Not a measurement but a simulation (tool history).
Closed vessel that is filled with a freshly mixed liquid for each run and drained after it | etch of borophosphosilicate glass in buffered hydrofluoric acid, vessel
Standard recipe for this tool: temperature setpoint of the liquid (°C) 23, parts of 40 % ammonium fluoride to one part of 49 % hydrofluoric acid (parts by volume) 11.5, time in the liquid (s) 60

run	day	temperature setpoint of the liquid (°C)	parts of 40 % ammonium fluoride to one part of 49 % hydrofluoric acid (parts by volume)	time in the liquid (s)	read-back film thickness of the borophosphosilicate glass reference wafer, read on the same gauge (nm)	thickness taken off the borophosphosilicate glass on a monitor wafer (nm)
1	0	23	11.5	60	130.02	59.75
# day 0.958: thermometer replaced
# day 1.192: gauge calibrated
2	2.321	23	11.5	60	129.97	54.95
3	5.617	23	11.5	60	129.96	56.06
4	7.479	23	11.5	60	129.97	57.69
5	9.65	23	11.5	60	130	56.25
6	12.121	23	11.5	60	130.01	56.94
# day 14.725: hydrofluoric acid flow meter replaced
7	14.804	23	11.5	60	129.99	57.26
8	17.025	21	11.5	60	130	50.99
9	22.996	21	11.5	60	130	52.08
10	26.804	21	11.5	60	129.98	52.6
# day 28.733: thermometer replaced
11	30.533	23	11.5	60	130	55.68
12	32.275	23	11.5	60	130	56.15
13	36.167	23	11.5	60	130.01	56.54
14	37.954	19.5	8.5	60	130	60.19
15	41.2	19.5	8.5	60	129.95	61.29
16	43.858	19	11.5	30	129.97	22.71
17	47.821	23	13.5	60	129.97	49.11
# day 56.483: thermometer replaced
18	60.775	19.5	8.5	60	129.97	60.26
# day 64.125: gauge calibrated
19	64.604	19	13.5	30	129.98	19.1
20	66.596	23	11.5	60	129.97	57.22
21	70.458	23	11.5	75	129.98	72.41
22	72.404	23	11.5	60	129.98	56.7
# day 75.375: hydrofluoric acid flow meter replaced
23	76.012	21	11.5	60	129.94	51.75
24	80.121	25.5	11.5	45	130	48.7
25	82.229	21.5	13.5	85	129.98	64.03
# day 83.792: thermometer replaced
26	85.279	23	15.5	60	129.97	41.56
27	88.142	26	14	60	130.01	54.15
28	92.142	21	13	60	130.02	45.66
29	93.883	21	13	60	129.97	45.3
30	98.946	27.5	11.5	60	130.03	73.33
31	100.558	23	10	50	130.01	54.81

Run 32 comes next. What will it give?
32	103.008	23	13	90	?	?

read-back film thickness of the borophosphosilicate glass reference wafer, read on the same gauge (nm): 129.99
thickness taken off the borophosphosilicate glass on a monitor wafer (nm): 76.73
Had the tool carried no hidden state, the very same run would have given thickness taken off the borophosphosilicate glass on a monitor wafer (nm) 73.83.

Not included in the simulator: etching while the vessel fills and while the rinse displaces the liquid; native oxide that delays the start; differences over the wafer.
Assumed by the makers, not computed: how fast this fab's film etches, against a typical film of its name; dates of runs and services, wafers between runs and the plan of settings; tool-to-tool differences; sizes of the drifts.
